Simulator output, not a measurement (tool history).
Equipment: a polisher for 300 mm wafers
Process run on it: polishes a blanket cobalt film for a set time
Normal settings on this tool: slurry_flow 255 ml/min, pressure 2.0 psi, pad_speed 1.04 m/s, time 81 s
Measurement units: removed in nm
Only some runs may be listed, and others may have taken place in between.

run	hour	slurry_flow	pressure	pad_speed	time	wafers since the last listed run	wafers polished on this pad	hours since the slurry nozzle was cleaned	hours since the head pressure was calibrated	incoming thickness of the incoming film, nm	removed
1	0.0	255	2.0	1.04	81	0	343	173.4	457.2	1208.4	412.5
2	76.7	255	2.0	1.04	81	416	760	250.1	533.9	1212.7	402.9
3	157.7	255	2.0	1.04	81	439	1200	331.1	614.9	1207.3	398.3
# hour 175.4: worn pad replaced by a new one
4	245.4	255	2.0	1.04	81	454	380	418.8	702.6	1230.8	417.5
5	286.0	255	2.0	1.04	81	220	600	459.4	743.2	1209.9	410.4
6	343.0	255	2.0	1.04	81	309	910	516.4	800.2	1233.3	402.6
# hour 405.3: slurry nozzle cleaned
7	409.0	255	2.2	1.04	81	353	1263	3.7	866.2	1218.2	417.6
# hour 429.7: worn pad replaced by a new one
8	455.5	255	2.2	1.04	81	230	140	50.2	912.7	1208.4	442.4
9	556.8	255	2.0	1.04	81	550	690	151.5	1014.0	1205.4	400.8
10	653.5	185	2.0	1.04	81	525	1215	248.2	1110.7	1235.4	380.8
# hour 660.7: worn pad replaced by a new one
# hour 835.8: head pressure recalibrated
# hour 916.4: worn pad replaced by a new one
# hour 933.7: slurry nozzle cleaned
11	940.4	210	2.4	0.72	103	1498	124	6.7	104.6	1240.1	413.3
12	1045.5	255	2.0	1.14	81	570	695	111.8	209.7	1221.2	447.1
13	1131.3	255	2.0	0.72	54	466	1161	197.6	295.5	1225.5	181.0
14	1170.5	255	2.0	0.88	81	212	1374	236.8	334.7	1207.2	325.5
# hour 1191.9: worn pad replaced by a new one
15	1230.8	255	2.0	1.04	81	305	211	297.1	395.0	1230.6	411.3
16	1319.8	255	1.6	0.70	81	483	694	386.1	484.0	1203.8	232.4

4 ways to go on from here, each from the tool as it stands after run 16. What would each give?
A	1320.2	255	2.0	1.04	81	2	696	386.5	484.4	1212.3	?
B	1320.2	310	1.6	1.14	81	2	696	386.5	484.4	1212.3	?
C	1320.2	255	2.4	1.04	81	2	696	386.5	484.4	1212.3	?
D	1320.2	340	2.0	0.88	97	2	696	386.5	484.4	1212.3	?

run	removed
A	409.7
B	390.4
C	469.4
D	425.5
Without the tool's hidden state the same runs would have given:
run	removed
A	420.0
B	400.2
C	481.2
D	436.2
